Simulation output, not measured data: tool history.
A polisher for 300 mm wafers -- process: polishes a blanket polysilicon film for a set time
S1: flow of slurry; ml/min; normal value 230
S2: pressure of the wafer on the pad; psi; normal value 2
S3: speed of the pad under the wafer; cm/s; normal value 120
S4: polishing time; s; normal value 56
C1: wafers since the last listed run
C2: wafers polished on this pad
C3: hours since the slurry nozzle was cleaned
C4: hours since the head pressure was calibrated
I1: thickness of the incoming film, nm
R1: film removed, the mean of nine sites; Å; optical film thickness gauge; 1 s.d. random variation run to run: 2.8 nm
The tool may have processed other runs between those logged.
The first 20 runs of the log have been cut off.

Run 21, day 20.058: usual settings; C1 445; C2 1913; C3 92.3; C4 1436.9; I1 1312.6. Result: R1 3885 Å.
Run 22, day 21.3: usual settings but S4 41 s; C1 380; C2 2293; C3 122.1; C4 1466.7; I1 1338.5. Result: R1 2847 Å.
Run 23, day 22.717: usual settings but S3 140 cm/s; C1 434; C2 2728; C3 156.1; C4 1500.7; I1 1326.5. Result: R1 4305 Å.
At day 22.858: head pressure recalibrated.
At day 23.304: worn pad replaced by a new one.
Run 24, day 24.142: usual settings but S1 195 ml/min; C1 360; C2 256; C3 190.3; C4 30.8; I1 1304.4. Result: R1 3465 Å.
Run 25, day 25.296: usual settings; C1 353; C2 610; C3 218; C4 58.5; I1 1307.2. Result: R1 3509 Å.
Run 26, day 25.958: usual settings but S1 305 ml/min, S2 2.7 psi, S3 138 cm/s, S4 61 s; C1 203; C2 813; C3 233.9; C4 74.4; I1 1318.4. Result: R1 5966 Å.
Run 27, day 27.033: usual settings but S1 300 ml/min, S3 134 cm/s, S4 39 s; C1 329; C2 1143; C3 259.7; C4 100.2; I1 1290.4. Result: R1 2744 Å.
Run 28, day 27.729: usual settings but S2 2.4 psi, S3 154 cm/s, S4 64 s; C1 213; C2 1356; C3 276.4; C4 116.9; I1 1296.8. Result: R1 5917 Å.
Run 29, day 28.646: usual settings; C1 281; C2 1637; C3 298.4; C4 138.9; I1 1313.2. Result: R1 3520 Å.
Run 30, day 30.129: usual settings but S1 295 ml/min; C1 454; C2 2092; C3 334; C4 174.5; I1 1300.8. Result: R1 3729 Å.
Run 31, day 34.288: usual settings; C1 1274; C2 3367; C3 433.8; C4 274.3; I1 1309.2. Result: R1 3660 Å.
At day 34.7: worn pad replaced by a new one.
Run 32, day 35.558: usual settings but S2 2.4 psi, S3 154 cm/s, S4 64 s; C1 338; C2 262; C3 464.3; C4 304.8; I1 1298.1. Result: R1 6146 Å.
Run 33, day 36.975: usual settings; C1 434; C2 696; C3 498.3; C4 338.8; I1 1320.3. Result: R1 3734 Å.
Run 34, day 38.292: usual settings; C1 403; C2 1100; C3 529.9; C4 370.4; I1 1310.7. Result: R1 3709 Å.
Run 35, day 39.271: usual settings but S1 285 ml/min, S2 1.5 psi; C1 300; C2 1400; C3 553.4; C4 393.9; I1 1299.2. Result: R1 2888 Å.
Run 36, day 40.142: usual settings but S2 2.3 psi, S3 108 cm/s, S4 39 s; C1 266; C2 1667; C3 574.3; C4 414.8; I1 1316.6. Result: R1 2763 Å.

Predict each of these 5 candidate next runs independently; none follows another, all start after run 36:
Run A, day 40.158: usual settings but S1 180 ml/min; C1 5; C2 1672; C3 574.7; C4 415.2; I1 1309.7. Result: R1 ?.
Run B, day 40.158: usual settings but S3 158 cm/s; C1 5; C2 1672; C3 574.7; C4 415.2; I1 1309.7. Result: R1 ?.
Run C, day 40.158: usual settings but S1 150 ml/min; C1 5; C2 1672; C3 574.7; C4 415.2; I1 1309.7. Result: R1 ?.
Run D, day 40.158: usual settings but S2 2.5 psi; C1 5; C2 1672; C3 574.7; C4 415.2; I1 1309.7. Result: R1 ?.
Run E, day 40.158: usual settings but S1 300 ml/min, S3 86 cm/s, S4 47 s; C1 5; C2 1672; C3 574.7; C4 415.2; I1 1309.7. Result: R1 ?.

run    R1
  A  3562
  B  4569
  C  3440
  D  4618
  E  2516
What these runs would have given with no unlogged condition in the tool:
run    R1
  A  3289
  B  4220
  C  3176
  D  4264
  E  2324
